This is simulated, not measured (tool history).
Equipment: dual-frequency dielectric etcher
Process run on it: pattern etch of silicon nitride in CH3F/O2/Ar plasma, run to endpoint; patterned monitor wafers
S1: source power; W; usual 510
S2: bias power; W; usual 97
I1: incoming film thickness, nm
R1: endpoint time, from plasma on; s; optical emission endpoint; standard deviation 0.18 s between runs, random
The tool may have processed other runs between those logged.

run 1 hour=0.0 | S1=430 S2=97 | I1=19.76 | R1=27.9
run 2 hour=10.1 | S1=430 S2=97 | I1=19.68 | R1=27.5
run 3 hour=28.1 | S1=510 S2=97 | I1=19.96 | R1=25.7
run 4 hour=39.4 | S1=510 S2=97 | I1=19.84 | R1=25.4
run 5 hour=51.6 | S1=510 S2=104 | I1=19.63 | R1=24.4
run 6 hour=66.2 | S1=470 S2=81 | I1=19.65 | R1=28.3
run 7 hour=81.5 | S1=470 S2=81 | I1=19.66 | R1=28.1
run 8 hour=88.0 | S1=470 S2=81 | I1=19.69 | R1=28.1
run 9 hour=95.3 | S1=600 S2=113 | I1=19.40 | R1=21.5
run 10 hour=102.6 | S1=510 S2=97 | I1=19.61 | R1=25.0
run 11 hour=127.0 | S1=510 S2=97 | I1=19.68 | R1=24.9
run 12 hour=135.1 | S1=510 S2=97 | I1=19.77 | R1=25.2
run 13 hour=143.8 | S1=480 S2=97 | I1=19.85 | R1=25.8
-- hour=173.3 upper electrode replaced, of another model than before
-- hour=174.7 source power generator calibrated
-- hour=185.4 wet clean of the chamber
run 14 hour=185.9 | S1=510 S2=97 | I1=19.98 | R1=26.1
run 15 hour=186.2 | S1=510 S2=97 | I1=19.97 | R1=26.2
run 16 hour=189.5 | S1=510 S2=97 | I1=19.81 | R1=25.7
-- hour=193.5 bias power generator calibrated
run 17 hour=196.5 | S1=440 S2=89 | I1=19.78 | R1=27.6
run 18 hour=211.4 | S1=510 S2=121 | I1=19.78 | R1=24.0
run 19 hour=217.8 | S1=510 S2=97 | I1=20.05 | R1=26.3
run 20 hour=232.4 | S1=400 S2=78 | I1=19.94 | R1=29.2
run 21 hour=241.1 | S1=630 S2=111 | I1=19.68 | R1=23.5
run 22 hour=253.5 | S1=450 S2=84 | I1=19.88 | R1=27.5
run 23 hour=260.8 | S1=510 S2=97 | I1=19.82 | R1=25.8
run 24 hour=272.0 | S1=510 S2=97 | I1=19.86 | R1=25.4
run 25 hour=289.6 | S1=570 S2=111 | I1=19.86 | R1=24.0
run 26 hour=300.8 | S1=510 S2=118 | I1=19.83 | R1=24.4
run 27 hour=341.3 | S1=400 S2=78 | I1=19.81 | R1=28.8
run 28 hour=356.0 | S1=470 S2=89 | I1=19.64 | R1=26.6
run 29 hour=369.1 | S1=400 S2=117 | I1=19.79 | R1=25.1
run 30 hour=379.1 | S1=630 S2=82 | I1=19.97 | R1=25.3
run 31 hour=385.4 | S1=590 S2=81 | I1=19.91 | R1=25.8
run 32 hour=402.2 | S1=420 S2=108 | I1=19.90 | R1=25.6

Branching from run 32: 5 alternative next runs. What would each branch give?
run A hour=402.6 | S1=510 S2=97 | I1=19.90 | R1=?
run B hour=402.6 | S1=470 S2=109 | I1=19.90 | R1=?
run C hour=402.6 | S1=510 S2=84 | I1=19.90 | R1=?
run D hour=402.6 | S1=620 S2=104 | I1=19.90 | R1=?
run E hour=402.6 | S1=470 S2=97 | I1=19.90 | R1=?

run=A R1=25.5
run=B R1=25.1
run=C R1=26.6
run=D R1=23.8
run=E R1=26.0
Had the tool no hidden state, the same runs would have come out as:
run=A R1=26.4
run=B R1=26.0
run=C R1=27.5
run=D R1=24.6
run=E R1=26.9
